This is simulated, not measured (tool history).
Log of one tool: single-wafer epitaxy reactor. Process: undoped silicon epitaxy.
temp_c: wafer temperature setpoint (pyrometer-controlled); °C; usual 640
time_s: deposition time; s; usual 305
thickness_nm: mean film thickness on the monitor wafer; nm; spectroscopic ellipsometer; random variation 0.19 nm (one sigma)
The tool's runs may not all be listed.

run	hour	temp_c	time_s	read-back reference wafer on the same gauge, thickness_nm	thickness_nm
1	0	640	305	45.041	44.193
2	23.2	640	305	45.109	44.92
3	58.4	640	305	45.063	44.985
4	73.8	640	305	45.136	44.972
5	95.9	640	305	45.125	45.024
6	117.9	640	305	45.014	44.747
7	135.8	640	305	45.104	44.596
8	167.3	640	289	45.092	42.138
9	268.6	640	289	45.183	42.654
10	296.2	640	289	45.154	42.541
11	327.3	640	342	45.119	50.615
12	355.5	640	342	45.146	50.547
13	373.1	640	338	45.113	50.16
14	394.2	640	338	45.081	43.371
15	405.8	647	305	45.038	47.164
16	433.7	627	254	45.087	24.087
17	466.4	646	305	45.07	46.891
18	481	651	259	45.113	45.214
19	493.3	640	305	45.114	40.762
20	520.8	631	345	45.125	36.702
21	535.9	646	344	45.091	54.141
22	548.6	640	342	45.085	46.31
23	574	626	349	45.175	33.063
24	592.6	640	353	45.071	48.239
25	625.5	640	361	45.085	49.601
26	658.5	640	305	45.066	42.073
27	684.7	640	305	45.071	41.915
28	714.4	631	364	45.098	40.455

Not shown: 2 entries that the log had between the listed runs. Between which runs, and how does the tool's hidden state differ before and after?
Between runs 13 and 14: pyrometer calibrated (hour 393.7)
  wafer temperature above the value expected at the setpoint (K): 5.83 -> 0.813
  measured less the result without the state, thickness_nm: +6.858 -> +0.884 nm
Between runs 19 and 20: gauge calibrated (hour 503.9)
  wafer temperature above the value expected at the setpoint (K): 1.86 -> 2.12
  measured less the result without the state, thickness_nm: +1.873 -> +1.957 nm

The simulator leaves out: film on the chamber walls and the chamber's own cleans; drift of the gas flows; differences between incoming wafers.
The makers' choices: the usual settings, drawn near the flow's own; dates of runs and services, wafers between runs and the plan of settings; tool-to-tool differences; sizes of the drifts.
